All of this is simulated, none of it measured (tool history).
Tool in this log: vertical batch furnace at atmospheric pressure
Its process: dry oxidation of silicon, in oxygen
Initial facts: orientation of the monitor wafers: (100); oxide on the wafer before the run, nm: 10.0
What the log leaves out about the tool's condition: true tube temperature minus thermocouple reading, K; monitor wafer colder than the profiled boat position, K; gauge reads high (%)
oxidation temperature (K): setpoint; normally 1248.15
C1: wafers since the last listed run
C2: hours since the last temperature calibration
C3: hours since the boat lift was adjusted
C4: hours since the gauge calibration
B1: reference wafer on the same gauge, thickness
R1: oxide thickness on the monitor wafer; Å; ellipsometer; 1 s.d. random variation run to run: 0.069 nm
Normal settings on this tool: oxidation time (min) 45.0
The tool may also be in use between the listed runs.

run 1 hour=0.0 | oxidation_temperature_(K)=1248.15 oxidation_time_(min)=30.0 | C1=0 C2=1533.8 C3=959.5 C4=658.8 | B1=34.38 | R1=270.9
run 2 hour=95.2 | oxidation_temperature_(K)=1248.15 oxidation_time_(min)=54.0 | C1=1475 C2=1629.0 C3=1054.7 C4=754.0 | B1=34.42 | R1=370.6
run 3 hour=163.8 | oxidation_temperature_(K)=1248.15 oxidation_time_(min)=45.0 | C1=1063 C2=1697.6 C3=1123.3 C4=822.6 | B1=34.40 | R1=334.2
run 4 hour=261.0 | oxidation_temperature_(K)=1258.15 oxidation_time_(min)=45.0 | C1=1506 C2=1794.8 C3=1220.5 C4=919.8 | B1=34.41 | R1=355.9
run 5 hour=302.2 | oxidation_temperature_(K)=1248.15 oxidation_time_(min)=45.0 | C1=638 C2=1836.0 C3=1261.7 C4=961.0 | B1=34.41 | R1=333.9
-- hour=335.2 gauge calibrated
run 6 hour=345.4 | oxidation_temperature_(K)=1248.15 oxidation_time_(min)=45.0 | C1=669 C2=1879.2 C3=1304.9 C4=10.2 | B1=34.40 | R1=333.2
run 7 hour=396.9 | oxidation_temperature_(K)=1248.15 oxidation_time_(min)=45.0 | C1=798 C2=1930.7 C3=1356.4 C4=61.7 | B1=34.40 | R1=333.2
run 8 hour=456.3 | oxidation_temperature_(K)=1248.15 oxidation_time_(min)=45.0 | C1=920 C2=1990.1 C3=1415.8 C4=121.1 | B1=34.37 | R1=331.3

What does the tool deliver on the next run?
run 9 hour=543.8 | oxidation_temperature_(K)=1258.15 oxidation_time_(min)=57.5 | C1=1356 C2=2077.6 C3=1503.3 C4=208.6 | B1=? | R1=?

{"run 9": {"B1": 34.43, "R1": 405.3}}
Without the tool's hidden state the same run would have given R1 418.3 Å.
